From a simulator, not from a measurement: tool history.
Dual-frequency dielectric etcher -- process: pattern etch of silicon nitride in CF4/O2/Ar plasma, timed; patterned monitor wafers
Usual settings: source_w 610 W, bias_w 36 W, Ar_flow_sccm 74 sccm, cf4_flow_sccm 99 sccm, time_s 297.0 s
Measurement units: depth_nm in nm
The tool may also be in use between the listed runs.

run,hour,source_w,bias_w,Ar_flow_sccm,cf4_flow_sccm,time_s,wafers since the last listed run,hours since the last wet clean,hours since the last source power generator calibration,hours since the last bias power generator calibration,hours since the last Ar flow controller change,hours since the last CF4 flow controller change,hours since the last upper electrode change,hours since the gauge calibration,"read-back reference wafer on the same gauge, depth_nm",depth_nm
1,0.0,610,43,62,88,222.0,0,77.2,2637.1,3088.7,4107.2,6175.3,0.5,1016.9,732.6,517.8
2,0.4,650,31,74,76,353.5,1,77.6,2637.5,3089.1,4107.6,6175.7,0.9,1017.3,732.6,771.7
# hour 19.7: CF4 flow controller replaced
3,21.5,610,44,61,99,330.0,68,98.7,2658.6,3110.2,4128.7,1.8,22.0,1038.4,732.4,778.6
4,50.5,530,36,74,86,360.0,131,127.7,2687.6,3139.2,4157.7,30.8,51.0,1067.4,732.5,668.8
# hour 66.3: Ar flow controller replaced
5,66.6,610,36,74,99,231.0,45,143.8,2703.7,3155.3,0.3,46.9,67.1,1083.5,733.0,505.9
6,97.1,610,36,74,99,377.5,138,174.3,2734.2,3185.8,30.8,77.4,97.6,1114.0,733.5,829.4
7,127.8,610,36,74,99,297.0,139,205.0,2764.9,3216.5,61.5,108.1,128.3,1144.7,733.1,649.9
8,143.5,610,36,74,106,217.5,71,220.7,2780.6,3232.2,77.2,123.8,144.0,1160.4,732.6,477.0
# hour 156.7: bias power generator calibrated
9,170.4,610,29,74,99,360.0,103,247.6,2807.5,13.7,104.1,150.7,170.9,1187.3,733.4,739.2
10,184.0,610,36,74,99,297.0,61,261.2,2821.1,27.3,117.7,164.3,184.5,1200.9,732.9,650.7
# hour 224.6: source power generator calibrated
11,290.5,610,30,74,99,297.0,465,367.7,65.9,133.8,224.2,270.8,291.0,1307.4,733.7,615.5
12,317.6,610,36,74,99,297.0,123,394.8,93.0,160.9,251.3,297.9,318.1,1334.5,733.4,651.8
# hour 328.9: gauge calibrated
13,349.8,610,36,74,99,297.0,146,427.0,125.2,193.1,283.5,330.1,350.3,20.9,721.5,638.2
14,377.5,610,36,79,116,248.5,125,454.7,152.9,220.8,311.2,357.8,378.0,48.6,722.1,537.7
15,404.4,570,36,60,99,242.5,122,481.6,179.8,247.7,338.1,384.7,404.9,75.5,723.3,496.6
16,433.6,610,36,74,106,217.5,132,510.8,209.0,276.9,367.3,413.9,434.1,104.7,724.5,473.3
17,461.1,690,36,74,99,297.0,124,538.3,236.5,304.4,394.8,441.4,461.6,132.2,724.5,728.5
# hour 496.2: wet clean of the chamber
18,496.7,610,43,79,99,270.0,52,0.5,272.1,340.0,430.4,477.0,497.2,167.8,725.5,616.2
19,497.1,610,36,59,99,297.0,1,0.9,272.5,340.4,430.8,477.4,497.6,168.2,725.1,657.2
20,526.4,610,31,86,99,297.0,133,30.2,301.8,369.7,460.1,506.7,526.9,197.5,727.3,607.2
21,561.3,610,36,74,77,261.0,158,65.1,336.7,404.6,495.0,541.6,561.8,232.4,727.6,554.0
22,596.6,610,36,74,99,297.0,160,100.4,372.0,439.9,530.3,576.9,597.1,267.7,728.0,646.5

Alternative continuations, all from the tool just after run 22; predict every row:
A,597.1,610,31,74,99,297.0,2,100.9,372.5,440.4,530.8,577.4,597.6,268.2,?,?
B,597.1,670,28,64,99,221.5,2,100.9,372.5,440.4,530.8,577.4,597.6,268.2,?,?
C,597.1,610,36,87,99,297.0,2,100.9,372.5,440.4,530.8,577.4,597.6,268.2,?,?

run,"read-back reference wafer on the same gauge, depth_nm",depth_nm
A,728.5,618.0
B,728.5,501.5
C,728.5,636.2
Had the tool no hidden state, the same runs would have come out as:
run,depth_nm
A,610.5
B,495.3
C,628.4
